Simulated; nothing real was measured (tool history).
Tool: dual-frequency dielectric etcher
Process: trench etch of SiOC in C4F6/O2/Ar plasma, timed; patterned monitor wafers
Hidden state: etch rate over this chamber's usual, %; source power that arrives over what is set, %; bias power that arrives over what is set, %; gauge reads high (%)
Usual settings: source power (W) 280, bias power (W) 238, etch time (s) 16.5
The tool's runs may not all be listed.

run,hour,source power (W),bias power (W),etch time (s),wafers since the last listed run,hours since the last wet clean,hours since the last source power generator calibration,hours since the last bias power generator calibration,hours since the last upper electrode change,hours since the gauge calibration,"read-back reference wafer on the same gauge, depth_nm",mean etch depth across the wafer (Å)
1,0,280,190,16.5,0,0.5,335.2,1058.4,5504.1,517.6,28.8,307.8
2,41.2,280,190,16.5,565,41.7,376.4,1099.6,5545.3,558.8,28.79,306.2
3,78.9,280,238,16.5,517,79.4,414.1,1137.3,5583,596.5,28.78,325.5
4,130.1,280,238,16.5,702,130.6,465.3,1188.5,5634.2,647.7,28.72,325.8
5,163.7,280,238,13,461,164.2,498.9,1222.1,5667.8,681.3,28.72,257
6,223.5,280,238,13,820,224,558.7,1281.9,5727.6,741.1,28.69,257.6
7,266,300,238,16.5,583,266.5,601.2,1324.4,5770.1,783.6,28.7,336.6
8,296.9,280,238,16.5,424,297.4,632.1,1355.3,5801,814.5,28.67,325.1
# hour 372.4: upper electrode replaced
9,372.9,280,238,20.5,713,373.4,708.1,1431.3,0.5,890.5,28.65,404.2
10,384.3,280,238,20.5,156,384.8,719.5,1442.7,11.9,901.9,28.65,403.7
11,437.9,280,238,20.5,735,438.4,773.1,1496.3,65.5,955.5,28.65,403.7
12,485.1,280,238,16.5,647,485.6,820.3,1543.5,112.7,1002.7,28.62,324.4
# hour 576.4: wet clean of the chamber
13,626.5,250,238,16.5,1611,50.1,961.7,1684.9,254.1,1144.1,28.61,306.3
14,698.4,250,275,12.5,986,122,1033.6,1756.8,326,1216,28.58,243.1
15,761.4,210,238,18.5,864,185,1096.6,1819.8,389,1279,28.58,315.5
16,820.8,310,293,12.5,815,244.4,1156,1879.2,448.4,1338.4,28.57,273.4
17,891.6,280,238,16.5,971,315.2,1226.8,1950,519.2,1409.2,28.54,324.1
# hour 946.4: gauge calibrated
18,947.3,280,181,16.5,764,370.9,1282.5,2005.7,574.9,0.9,29.38,309.4
19,977.3,280,238,16.5,411,400.9,1312.5,2035.7,604.9,30.9,29.32,332.9
# hour 993.7: bias power generator calibrated
20,1025.6,310,238,18.5,608,449.2,1360.8,31.9,653.2,79.2,29.27,389.8
# hour 1062.4: source power generator calibrated
21,1091.2,230,293,12,845,514.8,28.8,97.5,718.8,144.8,29.19,232.2
# hour 1228.5: wet clean of the chamber
22,1276,280,272,16.5,2207,47.5,213.6,282.3,903.6,329.6,29,342.4
23,1333.5,220,207,16.5,789,105,271.1,339.8,961.1,387.1,28.98,279.6
24,1361.8,250,238,18,388,133.3,299.4,368.1,989.4,415.4,28.94,339.6
25,1387.6,220,181,19,354,159.1,325.2,393.9,1015.2,441.2,28.92,311.8
26,1434.5,280,238,11.5,643,206,372.1,440.8,1062.1,488.1,28.89,228
27,1493.6,300,207,12.5,811,265.1,431.2,499.9,1121.2,547.2,28.84,247
28,1554.6,280,238,16.5,837,326.1,492.2,560.9,1182.2,608.2,28.82,327.3
29,1612.9,280,238,16.5,800,384.4,550.5,619.2,1240.5,666.5,28.79,326
30,1659.5,330,212,20,639,431,597.1,665.8,1287.1,713.1,28.77,415.3

The same runs without the tool's hidden state, with the same run-to-run variation:
run,mean etch depth across the wafer (Å)
1,313.2
2,311.7
3,331.6
4,332.2
5,262.2
6,263
7,343.9
8,332.2
9,413.3
10,412.9
11,413.1
12,332.1
13,313.9
14,249.2
15,323.5
16,280.5
17,332.5
18,308.6
19,332.5
20,390.3
21,233.1
22,345.9
23,282.9
24,343.9
25,315.9
26,231.2
27,250.8
28,332.7
29,331.7
30,422.8
